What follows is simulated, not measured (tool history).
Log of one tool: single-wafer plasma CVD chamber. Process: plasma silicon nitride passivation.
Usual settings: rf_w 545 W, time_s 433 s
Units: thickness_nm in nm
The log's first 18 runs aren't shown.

run     day  rf_w  time_s  wafers since the last listed run  hours since the last RF generator calibration  hours since the showerhead was replaced  hours since the gauge calibration  read-back reference wafer on the same gauge, thickness_nm  thickness_nm
     46.025  -- RF generator calibrated
 19  47.483   515     433                               293                                           35.0                                    382.0                              572.6                                                    621.922       634.162
 20  50.075   545     433                               353                                           97.2                                    444.2                              634.8                                                    621.755       644.596
 21  52.104   635     398                               276                                          145.9                                    492.9                              683.5                                                    622.127       628.959
 22  53.308   600     398                               164                                          174.8                                    521.8                              712.4                                                    622.172       616.031
 23  55.258   545     433                               265                                          221.6                                    568.6                              759.2                                                    622.379       649.677
 24  57.258   545     401                               272                                          269.6                                    616.6                              807.2                                                    622.405       598.918
 25  59.496   545     433                               305                                          323.3                                    670.3                              860.9                                                    622.387       644.458
 26  61.208   545     364                               233                                          364.4                                    711.4                              902.0                                                    622.848       542.941
 27  64.033   545     515                               385                                          432.2                                    779.2                              969.8                                                    622.657       767.723
 28  65.762   600     354                               235                                          473.7                                    820.7                             1011.3                                                    622.015       547.549
 29  68.171   545     348                               328                                          531.5                                    878.5                             1069.1                                                    621.782       520.198
 30  71.092   500     504                               398                                          601.6                                    948.6                             1139.2                                                    622.095       729.473

Forecast each of these 4 alternatives for the next run:
  A  71.112   545     433                                 2                                          602.1                                    949.1                             1139.7                                                          ?             ?
  B  71.112   640     482                                 2                                          602.1                                    949.1                             1139.7                                                          ?             ?
  C  71.112   600     385                                 2                                          602.1                                    949.1                             1139.7                                                          ?             ?
  D  71.112   495     485                                 2                                          602.1                                    949.1                             1139.7                                                          ?             ?

run  read-back reference wafer on the same gauge, thickness_nm  thickness_nm
  A                                                    622.066       641.869
  B                                                    622.066       756.982
  C                                                    622.066       590.909
  D                                                    622.066       693.849
Without the tool's hidden state the same runs would have given:
run  thickness_nm
  A       643.671
  B       759.107
  C       592.568
  D       695.797
